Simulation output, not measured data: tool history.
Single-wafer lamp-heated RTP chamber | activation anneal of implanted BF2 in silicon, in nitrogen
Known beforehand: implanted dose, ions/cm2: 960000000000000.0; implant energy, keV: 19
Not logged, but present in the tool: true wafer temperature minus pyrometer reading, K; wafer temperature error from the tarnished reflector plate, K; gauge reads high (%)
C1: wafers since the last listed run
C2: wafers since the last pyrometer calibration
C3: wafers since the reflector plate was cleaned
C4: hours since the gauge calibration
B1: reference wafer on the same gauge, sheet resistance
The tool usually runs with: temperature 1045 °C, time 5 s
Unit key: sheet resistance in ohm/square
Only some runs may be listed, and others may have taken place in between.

Run 1, hour 0: usual settings; C1 0; C2 2983; C3 4509; C4 682.1; B1 181.54. Result: sheet resistance 182.64 ohm/square.
Run 2, hour 24.5: usual settings; C1 273; C2 3257; C3 4783; C4 706.6; B1 182.16. Result: sheet resistance 182.97 ohm/square.
At hour 72.2: pyrometer window cleaned and pyrometer calibrated.
Run 3, hour 73.6: usual settings; C1 458; C2 15; C3 5241; C4 755.7; B1 181.81. Result: sheet resistance 189.39 ohm/square.
Run 4, hour 100.7: usual settings but temperature 1032 °C; C1 302; C2 317; C3 5543; C4 782.8; B1 181.8. Result: sheet resistance 201.9 ohm/square.
Run 5, hour 165.8: usual settings; C1 726; C2 1043; C3 6269; C4 847.9; B1 181.89. Result: sheet resistance 185.23 ohm/square.
At hour 182.9: reflector plate cleaned.
Run 6, hour 192: usual settings; C1 202; C2 1246; C3 102; C4 874.1; B1 181.51. Result: sheet resistance 184.09 ohm/square.
Run 7, hour 219.5: usual settings; C1 306; C2 1553; C3 408; C4 901.6; B1 181.67. Result: sheet resistance 183.22 ohm/square.
Run 8, hour 279.3: usual settings but time 4 s; C1 666; C2 2219; C3 1075; C4 961.4; B1 181.77. Result: sheet resistance 188.48 ohm/square.
At hour 295: gauge calibrated.
Run 9, hour 308.2: usual settings but time 4 s; C1 322; C2 2542; C3 1397; C4 13.2; B1 181.8. Result: sheet resistance 186.51 ohm/square.
Run 10, hour 353: usual settings but temperature 1023 °C; C1 499; C2 3041; C3 1897; C4 58; B1 181.86. Result: sheet resistance 200.43 ohm/square.
Run 11, hour 420.3: usual settings but temperature 1023 °C; C1 750; C2 3792; C3 2648; C4 125.3; B1 181.98. Result: sheet resistance 200.96 ohm/square.
At hour 449.4: pyrometer window cleaned and pyrometer calibrated.
Run 12, hour 488.4: usual settings but temperature 1023 °C; C1 670; C2 435; C3 3318; C4 193.4; B1 181.83. Result: sheet resistance 210.04 ohm/square.
Run 13, hour 528.2: usual settings but temperature 1056 °C; C1 443; C2 879; C3 3762; C4 233.2; B1 181.91. Result: sheet resistance 176.34 ohm/square.
Run 14, hour 584.3: usual settings but temperature 1067 °C, time 4 s; C1 625; C2 1504; C3 4387; C4 289.3; B1 181.95. Result: sheet resistance 170.53 ohm/square.
Run 15, hour 648.5: usual settings; C1 715; C2 2220; C3 5103; C4 353.5; B1 182.31. Result: sheet resistance 182.54 ohm/square.
Run 16, hour 689.7: usual settings but temperature 1065 °C, time 6 s; C1 459; C2 2680; C3 5563; C4 394.7; B1 181.87. Result: sheet resistance 164.46 ohm/square.
At hour 726.4: reflector plate cleaned.
Run 17, hour 761.6: usual settings but time 7 s; C1 712; C2 3393; C3 392; C4 466.6; B1 181.63. Result: sheet resistance 173.58 ohm/square.
At hour 785.5: pyrometer window cleaned and pyrometer calibrated.
Run 18, hour 813.6: usual settings but temperature 1062 °C, time 7 s; C1 490; C2 313; C3 883; C4 518.6; B1 182.04. Result: sheet resistance 168.57 ohm/square.
Run 19, hour 854: usual settings but time 6 s; C1 450; C2 763; C3 1333; C4 559; B1 182.07. Result: sheet resistance 181.81 ohm/square.
Run 20, hour 902.6: usual settings but temperature 1024 °C, time 3 s; C1 542; C2 1305; C3 1875; C4 607.6; B1 181.8. Result: sheet resistance 213.55 ohm/square.
Run 21, hour 940.2: usual settings but temperature 1017 °C, time 3 s; C1 419; C2 1725; C3 2294; C4 645.2; B1 182.05. Result: sheet resistance 220.55 ohm/square.

5 options for the next run, each taken on its own from the tool as it stands now. Forecast them:
Run A, hour 940.6: usual settings but time 3 s; C1 4; C2 1729; C3 2299; C4 645.6; B1 ?. Result: sheet resistance ?.
Run B, hour 940.6: usual settings but temperature 1055 °C, time 8 s; C1 4; C2 1729; C3 2299; C4 645.6; B1 ?. Result: sheet resistance ?.
Run C, hour 940.6: usual settings but temperature 1060 °C; C1 4; C2 1729; C3 2299; C4 645.6; B1 ?. Result: sheet resistance ?.
Run D, hour 940.6: usual settings but temperature 1054 °C, time 3 s; C1 4; C2 1729; C3 2299; C4 645.6; B1 ?. Result: sheet resistance ?.
Run E, hour 940.6: usual settings but time 8 s; C1 4; C2 1729; C3 2299; C4 645.6; B1 ?. Result: sheet resistance ?.

run      B1  sheet resistance
  A  182.17            195.23
  B  182.17            166.56
  C  182.17            172.26
  D  182.17            187.15
  E  182.17            173.35
Had the tool no hidden state, the same runs would have come out as:
run  sheet resistance
  A            202.63
  B            171.96
  C            178.32
  D            194.42
  E            180.01

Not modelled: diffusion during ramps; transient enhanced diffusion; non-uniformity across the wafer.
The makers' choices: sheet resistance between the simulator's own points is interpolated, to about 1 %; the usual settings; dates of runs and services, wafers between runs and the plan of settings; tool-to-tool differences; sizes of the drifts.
